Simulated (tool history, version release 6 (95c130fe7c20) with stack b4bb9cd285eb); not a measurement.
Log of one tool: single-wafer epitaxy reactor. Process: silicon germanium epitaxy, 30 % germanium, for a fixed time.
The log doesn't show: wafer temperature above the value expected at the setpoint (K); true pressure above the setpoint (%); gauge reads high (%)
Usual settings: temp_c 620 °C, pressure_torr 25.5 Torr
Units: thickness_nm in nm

run     day  temp_c  pressure_torr  wafers since the last listed run  hours since the last pyrometer calibration  hours since the last manometer calibration  hours since the showerhead was replaced  hours since the gauge calibration  read-back reference wafer on the same gauge, thickness_nm  thickness_nm
  1       0     620           25.5                                 0                                      2595.4                                      2329.1                                   5250.6                              287.8                                                     76.606       104.288
  2   0.792     620           25.5                               357                                      2614.4                                      2348.1                                   5269.6                              306.8                                                     76.615       104.115
  3   1.929     620           25.5                               514                                      2641.7                                      2375.4                                   5296.9                              334.1                                                     76.575       104.072
  4    2.65     620           25.5                               325                                        2659                                      2392.7                                   5314.2                              351.4                                                     76.622       104.141
  5   4.071     620           25.5                               642                                      2693.1                                      2426.8                                   5348.3                              385.5                                                     76.585       104.875
  6   4.896     620           25.5                               372                                      2712.9                                      2446.6                                   5368.1                              405.3                                                     76.594        104.68
  7   5.554     620           25.5                               297                                      2728.7                                      2462.4                                   5383.9                              421.1                                                     76.611       105.203
  8   6.867     620           25.5                               593                                      2760.2                                      2493.9                                   5415.4                              452.6                                                     76.599       104.665
  9       8     620           25.5                               512                                      2787.4                                      2521.1                                   5442.6                              479.8                                                     76.614       105.453
 10   9.338     612           25.5                               604                                      2819.5                                      2553.2                                   5474.7                              511.9                                                     76.597         92.89
      9.804  -- showerhead replaced
 11  10.129     612           25.5                               207                                      2838.5                                      2572.2                                      7.8                              530.9                                                     76.645        93.368
 12  11.412     620           25.5                               579                                      2869.3                                        2603                                     38.6                              561.7                                                     76.577       105.267
 13  12.608     620           25.5                               540                                        2898                                      2631.7                                     67.3                              590.4                                                     76.635       105.205
     13.025  -- gauge calibrated
 14  14.088     635           20.1                               668                                      2933.5                                      2667.2                                    102.8                               25.5                                                     76.595       121.894
 15  15.525     620           21.6                               649                                        2968                                      2701.7                                    137.3                                 60                                                     76.624        99.694
     16.108  -- capacitance manometer re-zeroed and calibrated
 16  19.504     620           25.5                              1647                                      3063.5                                        81.5                                    232.8                              155.5                                                     76.629        106.85
 17  20.579     626           25.5                               485                                      3089.3                                       107.3                                    258.6                              181.3                                                     76.607       117.845
     20.954  -- pyrometer calibrated
 18  21.617     616           23.7                               318                                        15.9                                       132.2                                    283.5                              206.2                                                     76.597        88.387
 19  22.542     620           25.5                               418                                        38.1                                       154.4                                    305.7                              228.4                                                     76.619        96.661
 20  23.388     620           28.7                               382                                        58.4                                       174.7                                      326                              248.7                                                     76.629       101.089
 21  24.675     620           25.5                               581                                        89.3                                       205.6                                    356.9                              279.6                                                      76.59        96.912
 22  25.683     612           25.5                               455                                       113.5                                       229.8                                    381.1                              303.8                                                     76.615        84.796
 23  26.667     612           20.5                               444                                       137.1                                       253.4                                    404.7                              327.4                                                     76.601        78.307
 24    27.3     635             20                               286                                       152.3                                       268.6                                    419.9                              342.6                                                     76.604       109.913
 25  28.708     612           30.6                               636                                       186.1                                       302.4                                    453.7                              376.4                                                     76.602        91.524

Forecast each of these 3 alternatives for the next run:
  A  28.725     620           25.5                                 7                                       186.5                                       302.8                                    454.1                              376.8                                                          ?             ?
  B  28.725     632           29.7                                 7                                       186.5                                       302.8                                    454.1                              376.8                                                          ?             ?
  C  28.725     630           20.6                                 7                                       186.5                                       302.8                                    454.1                              376.8                                                          ?             ?

run  read-back reference wafer on the same gauge, thickness_nm  thickness_nm
  A                                                     76.555        96.963
  B                                                     76.555       123.332
  C                                                     76.555       104.052
Without the tool's hidden state the same runs would have given:
run  thickness_nm
  A        95.962
  B       122.088
  C       102.998
